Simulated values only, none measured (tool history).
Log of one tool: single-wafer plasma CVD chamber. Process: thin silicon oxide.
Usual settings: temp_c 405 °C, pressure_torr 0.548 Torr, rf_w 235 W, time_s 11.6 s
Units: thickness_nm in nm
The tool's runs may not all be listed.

run,day,temp_c,pressure_torr,rf_w,time_s,wafers since the last listed run,hours since the last thermocouple change,hours since the last RF generator calibration,hours since the last manometer calibration,hours since the showerhead was replaced,hours since the gauge calibration,"read-back reference wafer on the same gauge, thickness_nm",thickness_nm
1,0.000,405,0.548,255,11.6,0,2665.3,1637.3,2392.1,2025.5,389.2,11.897,13.512
2,1.279,405,0.548,255,11.6,689,2696.0,1668.0,2422.8,2056.2,419.9,11.892,13.557
3,2.354,405,0.548,255,11.6,579,2721.8,1693.8,2448.6,2082.0,445.7,11.901,13.499
4,3.425,405,0.578,235,11.6,577,2747.5,1719.5,2474.3,2107.7,471.4,11.902,13.794
5,4.383,405,0.578,235,11.6,516,2770.5,1742.5,2497.3,2130.7,494.4,11.909,13.821
6,4.979,405,0.578,235,11.6,321,2784.8,1756.8,2511.6,2145.0,508.7,11.888,13.769
7,8.421,411,0.548,235,11.6,1854,2867.4,1839.4,2594.2,2227.6,591.3,11.906,13.111
8,9.838,411,0.548,235,11.6,763,2901.4,1873.4,2628.2,2261.6,625.3,11.911,13.144
9,11.254,405,0.548,235,11.6,763,2935.4,1907.4,2662.2,2295.6,659.3,11.920,13.193
10,12.233,405,0.548,235,11.6,527,2958.9,1930.9,2685.7,2319.1,682.8,11.905,13.275
# day 13.142: showerhead replaced
11,13.162,405,0.548,235,11.6,321,2981.2,1953.2,2708.0,0.5,705.1,11.902,13.270
12,13.892,413,0.548,235,11.6,392,2998.7,1970.7,2725.5,18.0,722.6,11.922,13.149
# day 16.796: thermocouple changed; heater temperature recalibrated
13,17.704,405,0.548,235,11.6,1874,21.8,2062.2,2817.0,109.5,814.1,11.907,13.332
# day 18.408: RF generator calibrated
14,18.750,405,0.548,235,11.6,383,46.9,8.2,2842.1,134.6,839.2,11.908,13.808
15,19.738,405,0.548,235,11.6,532,70.6,31.9,2865.8,158.3,862.9,11.897,13.786
16,20.242,394,0.548,235,13.8,271,82.7,44.0,2877.9,170.4,875.0,11.904,16.629
17,21.429,414,0.548,260,12.4,639,111.2,72.5,2906.4,198.9,903.5,11.914,15.275
18,22.204,394,0.548,235,11.6,417,129.8,91.1,2925.0,217.5,922.1,11.903,13.999
# day 23.892: capacitance manometer re-zeroed and calibrated
19,24.525,392,0.443,215,11.6,1071,185.5,146.8,15.2,273.2,977.8,11.899,10.081
20,25.083,415,0.467,235,11.6,300,198.9,160.2,28.6,286.6,991.2,11.914,10.903
21,25.962,413,0.659,210,10.3,473,220.0,181.3,49.7,307.7,1012.3,11.909,13.062
22,26.667,418,0.548,235,13.3,379,236.9,198.2,66.6,324.6,1029.2,11.892,14.591
# day 26.900: gauge calibrated
23,28.150,405,0.548,235,13.1,799,272.5,233.8,102.2,360.2,30.0,11.905,14.439
24,29.408,405,0.548,235,12.6,678,302.7,264.0,132.4,390.4,60.2,11.896,13.886
25,30.192,413,0.657,215,10.2,422,321.5,282.8,151.2,409.2,79.0,11.909,12.912
26,30.750,405,0.548,235,11.6,300,334.9,296.2,164.6,422.6,92.4,11.902,12.826
27,31.892,405,0.548,235,11.6,615,362.3,323.6,192.0,450.0,119.8,11.899,12.763
28,35.804,405,0.548,280,11.6,2108,456.2,417.5,285.9,543.9,213.7,11.911,13.705

What the log doesn't show, run by run:
wafer temperature above the value expected at the setpoint (K): 0 in every run
gauge reads high (%): 0 in every run
H1: delivered RF power above the setpoint (%)
H2: true pressure above the setpoint (%)
run,H1,H2
1,-8.97,5.15
2,-9.01,5.29
3,-9.04,5.4
4,-9.07,5.51
5,-9.09,5.62
6,-9.11,5.68
7,-9.19,6.06
8,-9.23,6.22
9,-9.26,6.38
10,-9.28,6.5
11,-9.3,6.61
12,-9.31,6.69
13,-9.38,7.15
14,-0.505,7.28
15,-0.761,7.4
16,-0.889,7.46
17,-1.18,7.61
18,-1.37,7.71
19,-1.9,0.263
20,-2.02,0.264
21,-2.21,0.265
22,-2.35,0.267
23,-2.65,0.272
24,-2.89,0.279
25,-3.04,0.283
26,-3.14,0.287
27,-3.34,0.296
28,-3.98,0.336

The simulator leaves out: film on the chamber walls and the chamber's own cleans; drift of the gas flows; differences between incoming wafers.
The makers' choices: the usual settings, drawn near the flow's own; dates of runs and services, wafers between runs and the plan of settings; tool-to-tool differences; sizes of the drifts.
